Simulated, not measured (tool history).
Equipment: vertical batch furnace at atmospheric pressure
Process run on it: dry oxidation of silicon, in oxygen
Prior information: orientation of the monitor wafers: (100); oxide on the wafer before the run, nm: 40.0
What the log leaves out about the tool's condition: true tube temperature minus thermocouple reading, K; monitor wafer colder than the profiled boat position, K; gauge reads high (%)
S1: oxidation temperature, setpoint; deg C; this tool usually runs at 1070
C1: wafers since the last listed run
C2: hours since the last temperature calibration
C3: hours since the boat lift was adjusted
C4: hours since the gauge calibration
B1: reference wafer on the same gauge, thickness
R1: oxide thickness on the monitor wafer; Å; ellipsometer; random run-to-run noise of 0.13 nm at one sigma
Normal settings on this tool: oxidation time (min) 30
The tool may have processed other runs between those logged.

{"run": 1, "hour": 0.0, "S1": 1070, "oxidation time (min)": 30, "C1": 0, "C2": 2801.2, "C3": 2316.6, "C4": 156.7, "B1": 84.23, "R1": 843.4}
{"run": 2, "hour": 9.4, "S1": 1070, "oxidation time (min)": 30, "C1": 192, "C2": 2810.6, "C3": 2326, "C4": 166.1, "B1": 84.19, "R1": 843.2}
{"run": 3, "hour": 22.6, "S1": 1070, "oxidation time (min)": 30, "C1": 270, "C2": 2823.8, "C3": 2339.2, "C4": 179.3, "B1": 84.21, "R1": 844.5}
{"run": 4, "hour": 39.5, "S1": 1070, "oxidation time (min)": 30, "C1": 345, "C2": 2840.7, "C3": 2356.1, "C4": 196.2, "B1": 84.2, "R1": 843.4}
{"hour": 44.0, "done": "gauge calibrated"}
{"run": 5, "hour": 53.0, "S1": 1070, "oxidation time (min)": 30, "C1": 276, "C2": 2854.2, "C3": 2369.6, "C4": 9, "B1": 84.23, "R1": 844.1}
{"run": 6, "hour": 61.9, "S1": 1070, "oxidation time (min)": 23.5, "C1": 182, "C2": 2863.1, "C3": 2378.5, "C4": 17.9, "B1": 84.22, "R1": 767.1}
{"run": 7, "hour": 68.8, "S1": 1070, "oxidation time (min)": 23.5, "C1": 141, "C2": 2870, "C3": 2385.4, "C4": 24.8, "B1": 84.19, "R1": 766.3}
{"hour": 104.7, "done": "boat lift adjusted"}
{"run": 8, "hour": 105.2, "S1": 1055, "oxidation time (min)": 30, "C1": 253, "C2": 2906.4, "C3": 0.5, "C4": 61.2, "B1": 84.21, "R1": 781.2}
{"run": 9, "hour": 109.3, "S1": 1055, "oxidation time (min)": 30, "C1": 83, "C2": 2910.5, "C3": 4.6, "C4": 65.3, "B1": 84.19, "R1": 783}
{"run": 10, "hour": 113.5, "S1": 1055, "oxidation time (min)": 30, "C1": 85, "C2": 2914.7, "C3": 8.8, "C4": 69.5, "B1": 84.22, "R1": 781}
{"run": 11, "hour": 120.1, "S1": 1070, "oxidation time (min)": 19, "C1": 135, "C2": 2921.3, "C3": 15.4, "C4": 76.1, "B1": 84.21, "R1": 711.5}
{"run": 12, "hour": 134.7, "S1": 1054, "oxidation time (min)": 42, "C1": 298, "C2": 2935.9, "C3": 30, "C4": 90.7, "B1": 84.21, "R1": 895}
{"run": 13, "hour": 149.5, "S1": 1055, "oxidation time (min)": 30, "C1": 302, "C2": 2950.7, "C3": 44.8, "C4": 105.5, "B1": 84.2, "R1": 784}
{"hour": 173.6, "done": "thermocouples replaced and temperature profile calibrated"}
{"run": 14, "hour": 186.5, "S1": 1048, "oxidation time (min)": 30, "C1": 266, "C2": 12.9, "C3": 81.8, "C4": 142.5, "B1": 84.21, "R1": 756.6}
{"run": 15, "hour": 201.3, "S1": 1080, "oxidation time (min)": 16.5, "C1": 302, "C2": 27.7, "C3": 96.6, "C4": 157.3, "B1": 84.23, "R1": 709.6}
{"run": 16, "hour": 215.8, "S1": 1048, "oxidation time (min)": 36.5, "C1": 296, "C2": 42.2, "C3": 111.1, "C4": 171.8, "B1": 84.21, "R1": 817.1}
{"run": 17, "hour": 231.5, "S1": 1070, "oxidation time (min)": 30, "C1": 321, "C2": 57.9, "C3": 126.8, "C4": 187.5, "B1": 84.23, "R1": 844}
{"hour": 235.0, "done": "gauge calibrated"}
{"run": 18, "hour": 252.0, "S1": 1085, "oxidation time (min)": 30, "C1": 419, "C2": 78.4, "C3": 147.3, "C4": 17, "B1": 84.21, "R1": 914}
{"run": 19, "hour": 270.1, "S1": 1049, "oxidation time (min)": 18.5, "C1": 370, "C2": 96.5, "C3": 165.4, "C4": 35.1, "B1": 84.19, "R1": 646.9}
{"run": 20, "hour": 280.4, "S1": 1070, "oxidation time (min)": 30, "C1": 210, "C2": 106.8, "C3": 175.7, "C4": 45.4, "B1": 84.2, "R1": 843.8}
{"run": 21, "hour": 296.5, "S1": 1082, "oxidation time (min)": 44, "C1": 329, "C2": 122.9, "C3": 191.8, "C4": 61.5, "B1": 84.2, "R1": 1069}
{"run": 22, "hour": 314.0, "S1": 1052, "oxidation time (min)": 42, "C1": 358, "C2": 140.4, "C3": 209.3, "C4": 79, "B1": 84.2, "R1": 885.4}

Alternative continuations, all from the tool just after run 22; predict every row:
{"run": "A", "hour": 318.2, "S1": 1070, "oxidation time (min)": 42, "C1": 85, "C2": 144.6, "C3": 213.5, "C4": 83.2, "B1": "?", "R1": "?"}
{"run": "B", "hour": 318.2, "S1": 1084, "oxidation time (min)": 18, "C1": 85, "C2": 144.6, "C3": 213.5, "C4": 83.2, "B1": "?", "R1": "?"}
{"run": "C", "hour": 318.2, "S1": 1078, "oxidation time (min)": 30, "C1": 85, "C2": 144.6, "C3": 213.5, "C4": 83.2, "B1": "?", "R1": "?"}
{"run": "D", "hour": 318.2, "S1": 1095, "oxidation time (min)": 22.5, "C1": 85, "C2": 144.6, "C3": 213.5, "C4": 83.2, "B1": "?", "R1": "?"}

run=A B1=84.2 R1=979.1
run=B B1=84.2 R1=744.5
run=C B1=84.2 R1=880.9
run=D B1=84.2 R1=853.2
What these runs would have given with no unlogged condition in the tool:
run=A R1=979.1
run=B R1=744.5
run=C R1=880.9
run=D R1=853.2

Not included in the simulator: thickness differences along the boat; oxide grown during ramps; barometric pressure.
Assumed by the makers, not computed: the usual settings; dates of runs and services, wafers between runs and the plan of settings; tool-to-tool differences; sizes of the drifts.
